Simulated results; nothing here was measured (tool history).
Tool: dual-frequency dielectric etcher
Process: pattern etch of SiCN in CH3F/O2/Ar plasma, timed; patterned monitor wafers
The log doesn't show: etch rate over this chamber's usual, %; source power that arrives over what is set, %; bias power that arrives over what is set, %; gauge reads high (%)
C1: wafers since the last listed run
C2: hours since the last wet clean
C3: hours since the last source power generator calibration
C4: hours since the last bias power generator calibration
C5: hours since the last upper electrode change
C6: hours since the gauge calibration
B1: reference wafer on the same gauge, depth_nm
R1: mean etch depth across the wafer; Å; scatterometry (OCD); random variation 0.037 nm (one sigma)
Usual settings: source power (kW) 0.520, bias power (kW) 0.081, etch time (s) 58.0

{"run": 1, "hour": 0.0, "source power (kW)": 0.6, "bias power (kW)": 0.081, "etch time (s)": 58.0, "C1": 0, "C2": 290.3, "C3": 4108.2, "C4": 2420.0, "C5": 4523.0, "C6": 78.3, "B1": 20.6, "R1": 254.0}
{"run": 2, "hour": 9.7, "source power (kW)": 0.6, "bias power (kW)": 0.081, "etch time (s)": 58.0, "C1": 66, "C2": 300.0, "C3": 4117.9, "C4": 2429.7, "C5": 4532.7, "C6": 88.0, "B1": 20.6, "R1": 254.2}
{"run": 3, "hour": 19.3, "source power (kW)": 0.6, "bias power (kW)": 0.081, "etch time (s)": 58.0, "C1": 65, "C2": 309.6, "C3": 4127.5, "C4": 2439.3, "C5": 4542.3, "C6": 97.6, "B1": 20.6, "R1": 253.5}
{"run": 4, "hour": 35.5, "source power (kW)": 0.52, "bias power (kW)": 0.081, "etch time (s)": 58.0, "C1": 110, "C2": 325.8, "C3": 4143.7, "C4": 2455.5, "C5": 4558.5, "C6": 113.8, "B1": 20.6, "R1": 243.1}
{"run": 5, "hour": 53.3, "source power (kW)": 0.52, "bias power (kW)": 0.081, "etch time (s)": 58.0, "C1": 121, "C2": 343.6, "C3": 4161.5, "C4": 2473.3, "C5": 4576.3, "C6": 131.6, "B1": 20.61, "R1": 242.7}
{"run": 6, "hour": 68.3, "source power (kW)": 0.52, "bias power (kW)": 0.081, "etch time (s)": 58.0, "C1": 102, "C2": 358.6, "C3": 4176.5, "C4": 2488.3, "C5": 4591.3, "C6": 146.6, "B1": 20.6, "R1": 243.1}
{"run": 7, "hour": 83.9, "source power (kW)": 0.59, "bias power (kW)": 0.081, "etch time (s)": 58.0, "C1": 106, "C2": 374.2, "C3": 4192.1, "C4": 2503.9, "C5": 4606.9, "C6": 162.2, "B1": 20.6, "R1": 251.9}
{"run": 8, "hour": 95.9, "source power (kW)": 0.52, "bias power (kW)": 0.081, "etch time (s)": 58.0, "C1": 81, "C2": 386.2, "C3": 4204.1, "C4": 2515.9, "C5": 4618.9, "C6": 174.2, "B1": 20.59, "R1": 242.8}
{"run": 9, "hour": 102.8, "source power (kW)": 0.52, "bias power (kW)": 0.081, "etch time (s)": 58.0, "C1": 47, "C2": 393.1, "C3": 4211.0, "C4": 2522.8, "C5": 4625.8, "C6": 181.1, "B1": 20.6, "R1": 241.5}
{"run": 10, "hour": 113.5, "source power (kW)": 0.52, "bias power (kW)": 0.081, "etch time (s)": 58.0, "C1": 73, "C2": 403.8, "C3": 4221.7, "C4": 2533.5, "C5": 4636.5, "C6": 191.8, "B1": 20.6, "R1": 241.3}
{"hour": 114.5, "done": "gauge calibrated"}
{"run": 11, "hour": 126.8, "source power (kW)": 0.52, "bias power (kW)": 0.081, "etch time (s)": 58.0, "C1": 90, "C2": 417.1, "C3": 4235.0, "C4": 2546.8, "C5": 4649.8, "C6": 12.3, "B1": 20.6, "R1": 241.8}
{"run": 12, "hour": 141.0, "source power (kW)": 0.52, "bias power (kW)": 0.066, "etch time (s)": 58.0, "C1": 96, "C2": 431.3, "C3": 4249.2, "C4": 2561.0, "C5": 4664.0, "C6": 26.5, "B1": 20.59, "R1": 222.5}
{"run": 13, "hour": 147.1, "source power (kW)": 0.59, "bias power (kW)": 0.081, "etch time (s)": 58.0, "C1": 41, "C2": 437.4, "C3": 4255.3, "C4": 2567.1, "C5": 4670.1, "C6": 32.6, "B1": 20.6, "R1": 251.1}
{"hour": 153.7, "done": "bias power generator calibrated"}
{"run": 14, "hour": 162.7, "source power (kW)": 0.64, "bias power (kW)": 0.081, "etch time (s)": 58.0, "C1": 79, "C2": 453.0, "C3": 4270.9, "C4": 9.0, "C5": 4685.7, "C6": 48.2, "B1": 20.61, "R1": 256.8}
{"hour": 192.5, "done": "wet clean of the chamber"}
{"run": 15, "hour": 193.0, "source power (kW)": 0.64, "bias power (kW)": 0.081, "etch time (s)": 58.0, "C1": 42, "C2": 0.5, "C3": 4301.2, "C4": 39.3, "C5": 4716.0, "C6": 78.5, "B1": 20.6, "R1": 262.2}
{"run": 16, "hour": 193.4, "source power (kW)": 0.52, "bias power (kW)": 0.081, "etch time (s)": 58.0, "C1": 2, "C2": 0.9, "C3": 4301.6, "C4": 39.7, "C5": 4716.4, "C6": 78.9, "B1": 20.61, "R1": 246.7}
{"run": 17, "hour": 194.2, "source power (kW)": 0.52, "bias power (kW)": 0.101, "etch time (s)": 49.0, "C1": 5, "C2": 1.7, "C3": 4302.4, "C4": 40.5, "C5": 4717.2, "C6": 79.7, "B1": 20.6, "R1": 227.6}
{"run": 18, "hour": 210.9, "source power (kW)": 0.52, "bias power (kW)": 0.081, "etch time (s)": 58.0, "C1": 113, "C2": 18.4, "C3": 4319.1, "C4": 57.2, "C5": 4733.9, "C6": 96.4, "B1": 20.6, "R1": 246.4}
{"run": 19, "hour": 226.3, "source power (kW)": 0.42, "bias power (kW)": 0.07, "etch time (s)": 43.0, "C1": 105, "C2": 33.8, "C3": 4334.5, "C4": 72.6, "C5": 4749.3, "C6": 111.8, "B1": 20.6, "R1": 162.2}
{"hour": 233.4, "done": "source power generator calibrated"}
{"hour": 264.7, "done": "upper electrode replaced"}
{"run": 20, "hour": 265.2, "source power (kW)": 0.52, "bias power (kW)": 0.073, "etch time (s)": 58.0, "C1": 74, "C2": 72.7, "C3": 31.8, "C4": 111.5, "C5": 0.5, "C6": 150.7, "B1": 20.59, "R1": 235.2}
{"run": 21, "hour": 274.7, "source power (kW)": 0.58, "bias power (kW)": 0.081, "etch time (s)": 58.0, "C1": 64, "C2": 82.2, "C3": 41.3, "C4": 121.0, "C5": 10.0, "C6": 160.2, "B1": 20.6, "R1": 253.7}
{"hour": 297.3, "done": "gauge calibrated"}
{"run": 22, "hour": 316.5, "source power (kW)": 0.57, "bias power (kW)": 0.089, "etch time (s)": 53.0, "C1": 285, "C2": 124.0, "C3": 83.1, "C4": 162.8, "C5": 51.8, "C6": 19.2, "B1": 20.61, "R1": 238.7}
{"run": 23, "hour": 326.4, "source power (kW)": 0.63, "bias power (kW)": 0.081, "etch time (s)": 58.0, "C1": 67, "C2": 133.9, "C3": 93.0, "C4": 172.7, "C5": 61.7, "C6": 29.1, "B1": 20.59, "R1": 258.9}
{"run": 24, "hour": 341.6, "source power (kW)": 0.6, "bias power (kW)": 0.097, "etch time (s)": 58.0, "C1": 103, "C2": 149.1, "C3": 108.2, "C4": 187.9, "C5": 76.9, "C6": 44.3, "B1": 20.59, "R1": 274.8}
{"run": 25, "hour": 350.6, "source power (kW)": 0.4, "bias power (kW)": 0.068, "etch time (s)": 43.5, "C1": 61, "C2": 158.1, "C3": 117.2, "C4": 196.9, "C5": 85.9, "C6": 53.3, "B1": 20.59, "R1": 158.9}

The same runs without the tool's hidden state, with the same run-to-run variation:
run=1 R1=257.5
run=2 R1=257.7
run=3 R1=257.2
run=4 R1=246.8
run=5 R1=246.6
run=6 R1=247.2
run=7 R1=256.3
run=8 R1=247.2
run=9 R1=246.0
run=10 R1=245.9
run=11 R1=246.6
run=12 R1=227.0
run=13 R1=256.3
run=14 R1=262.3
run=15 R1=262.4
run=16 R1=247.0
run=17 R1=227.9
run=18 R1=246.9
run=19 R1=162.6
run=20 R1=236.3
run=21 R1=254.9
run=22 R1=240.3
run=23 R1=260.8
run=24 R1=277.0
run=25 R1=160.2
